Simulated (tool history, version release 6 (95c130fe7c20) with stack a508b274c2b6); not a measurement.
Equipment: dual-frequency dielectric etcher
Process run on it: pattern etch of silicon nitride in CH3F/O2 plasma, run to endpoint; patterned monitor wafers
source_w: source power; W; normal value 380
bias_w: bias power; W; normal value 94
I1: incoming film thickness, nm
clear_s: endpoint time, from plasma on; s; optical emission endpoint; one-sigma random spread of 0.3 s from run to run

Run 1, hour 0.0: usual settings; I1 79.1. Result: clear_s 80.3 s.
Run 2, hour 49.0: usual settings; I1 79.5. Result: clear_s 81.4 s.
Run 3, hour 99.2: usual settings; I1 79.6. Result: clear_s 81.4 s.
Run 4, hour 144.5: usual settings; I1 79.3. Result: clear_s 81.1 s.
At hour 201.8: wet clean of the chamber.
Run 5, hour 202.3: usual settings but source_w 350 W, bias_w 106 W; I1 79.1. Result: clear_s 77.8 s.
Run 6, hour 234.9: usual settings; I1 79.7. Result: clear_s 79.9 s.
Run 7, hour 268.8: usual settings but source_w 320 W; I1 79.5. Result: clear_s 85.1 s.
Run 8, hour 329.1: usual settings but source_w 320 W; I1 79.6. Result: clear_s 85.6 s.
Run 9, hour 376.3: usual settings but source_w 360 W, bias_w 112 W; I1 79.4. Result: clear_s 76.5 s.
Run 10, hour 438.6: usual settings but source_w 440 W, bias_w 87 W; I1 80.0. Result: clear_s 79.6 s.
Run 11, hour 469.6: usual settings but source_w 460 W, bias_w 78 W; I1 79.6. Result: clear_s 81.8 s.
At hour 531.5: wet clean of the chamber.
Run 12, hour 532.0: usual settings but source_w 460 W, bias_w 78 W; I1 79.4. Result: clear_s 80.8 s.
At hour 553.4: bias power generator calibrated.
Run 13, hour 553.9: usual settings but source_w 470 W, bias_w 105 W; I1 80.2. Result: clear_s 72.3 s.
Run 14, hour 603.6: usual settings but source_w 300 W, bias_w 101 W; I1 79.7. Result: clear_s 86.3 s.
At hour 667.3: upper electrode replaced.
Run 15, hour 671.5: usual settings but bias_w 110 W; I1 79.7. Result: clear_s 76.9 s.
Run 16, hour 722.2: usual settings but source_w 310 W, bias_w 115 W; I1 79.4. Result: clear_s 81.0 s.
Run 17, hour 758.4: usual settings; I1 79.2. Result: clear_s 81.1 s.
At hour 779.3: source power generator calibrated.
Run 18, hour 818.9: usual settings but source_w 350 W, bias_w 88 W; I1 80.3. Result: clear_s 87.4 s.
At hour 879.1: wet clean of the chamber.
Run 19, hour 879.6: usual settings but source_w 470 W; I1 80.3. Result: clear_s 75.2 s.
Run 20, hour 923.2: usual settings but source_w 330 W, bias_w 85 W; I1 79.8. Result: clear_s 87.8 s.
Run 21, hour 970.8: usual settings but source_w 350 W, bias_w 82 W; I1 78.4. Result: clear_s 86.8 s.
Run 22, hour 996.0: usual settings but bias_w 74 W; I1 80.3. Result: clear_s 89.6 s.
Run 23, hour 1053.5: usual settings but source_w 340 W, bias_w 87 W; I1 79.2. Result: clear_s 86.5 s.
Run 24, hour 1123.0: usual settings; I1 79.3. Result: clear_s 81.4 s.

Measured minus without-hidden-state, run by run (identical run-to-run variation in each term; gauge scatter may differ):
What the log doesn't record here: etch rate over this chamber's usual, %; source power that arrives over what is set, %; bias power that arrives over what is set, %.
run  clear_s
  1     +0.8
  2     +1.1
  3     +1.5
  4     +1.8
  5     -0.4
  6     -0.2
  7     +0.0
  8     +0.4
  9     +0.6
 10     +1.1
 11     +1.3
 12     +0.5
 13     +0.5
 14     +1.0
 15     +1.3
 16     +1.7
 17     +1.9
 18     +2.5
 19     +0.1
 20     +0.4
 21     +0.8
 22     +1.0
 23     +1.3
 24     +1.7

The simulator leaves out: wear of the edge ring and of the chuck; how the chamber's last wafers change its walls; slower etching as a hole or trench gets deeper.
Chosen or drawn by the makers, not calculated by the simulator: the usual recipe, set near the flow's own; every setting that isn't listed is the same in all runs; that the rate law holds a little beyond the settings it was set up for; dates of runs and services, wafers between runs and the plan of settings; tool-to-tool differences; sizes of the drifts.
